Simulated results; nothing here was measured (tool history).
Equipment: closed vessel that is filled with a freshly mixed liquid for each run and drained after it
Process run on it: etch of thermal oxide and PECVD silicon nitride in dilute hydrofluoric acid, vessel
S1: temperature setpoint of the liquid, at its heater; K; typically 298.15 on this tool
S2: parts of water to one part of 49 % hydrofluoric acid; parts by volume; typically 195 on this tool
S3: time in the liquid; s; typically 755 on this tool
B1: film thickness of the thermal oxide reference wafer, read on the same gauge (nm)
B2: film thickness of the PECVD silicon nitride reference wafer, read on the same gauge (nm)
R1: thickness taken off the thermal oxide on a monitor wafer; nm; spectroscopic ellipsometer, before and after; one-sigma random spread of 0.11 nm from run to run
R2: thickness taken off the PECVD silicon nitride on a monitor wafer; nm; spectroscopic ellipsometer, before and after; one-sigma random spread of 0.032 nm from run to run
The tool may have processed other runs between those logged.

run    hour      S1   S2    S3     B1     B2     R1     R2
  1     0.0  298.15  195   755  70.00  49.99  15.36   8.81
  2    38.6  298.15  195   755  69.99  50.05  15.55   8.80
       50.7  -- gauge calibrated
  3   110.7  298.15  195   755  70.04  49.95  15.41   8.85
      184.4  -- thermometer replaced
  4   188.3  298.15  165   755  70.00  50.02  18.92  10.44
      210.9  -- hydrofluoric acid flow meter replaced
  5   290.6  298.15  195   955  70.03  49.97  19.55  11.18
  6   345.7  295.15  195  1020  70.01  49.98  18.63   9.85
  7   407.7  298.15  160   755  69.99  50.01  19.78  10.67
  8   449.1  298.15  195   330  69.93  50.03   6.76   3.86
  9   511.3  303.15  230   755  69.98  50.00  15.14  10.13
 10   596.0  294.65  100  1150  70.04  49.97  44.43  20.77
 11   701.3  298.15  195   755  69.93  50.03  15.50   8.86
 12   790.0  293.65  195   755  69.98  49.99  13.04   6.57
 13   954.8  298.15  195   755  70.04  50.04  15.60   8.85
 14  1054.3  301.15  275   540  70.02  50.01   7.94   5.39
 15  1122.0  299.65  135   755  69.99  50.01  25.61  13.97
 16  1208.5  301.15  195   970  70.06  49.97  22.19  13.64
 17  1305.1  298.15  195  1195  69.98  49.99  24.71  13.95
 18  1374.5  298.15  195   755  69.97  49.98  15.44   8.88
 19  1449.1  301.65  155   970  69.98  50.00  29.70  17.73
 20  1554.6  296.65   95  1025  69.99  50.02  45.57  22.13
 21  1646.7  298.15  195   755  70.01  50.02  15.35   8.88
 22  1698.4  298.15  195   755  70.01  49.97  15.46   8.82
 23  1794.5  301.65  195   970  69.97  49.99  22.65  14.08
 24  1882.5  295.65  115   755  69.99  50.03  26.42  12.69
 25  1925.1  298.15  195   755  69.99  50.00  15.50   8.83

Predict each of these 5 candidate next runs independently; none follows another, all start after run 25:
  A  1926.0  298.15  195   755   ?   ?   ?   ?
  B  1926.0  296.65  145   400   ?   ?   ?   ?
  C  1926.0  302.15  270   610   ?   ?   ?   ?
  D  1926.0  300.65  195  1155   ?   ?   ?   ?
  E  1926.0  293.65  195   995   ?   ?   ?   ?

run     B1     B2     R1     R2
  A  69.95  50.01  15.65   8.84
  B  69.95  50.01  11.15   5.70
  C  69.95  50.01   9.66   6.56
  D  69.95  50.01  26.20  15.79
  E  69.95  50.01  17.41   8.73
Stripped of hidden state, with their random variation kept, the same runs would have yielded:
run     R1     R2
  A  15.65   8.84
  B  11.15   5.70
  C   9.66   6.56
  D  26.20  15.79
  E  17.41   8.73
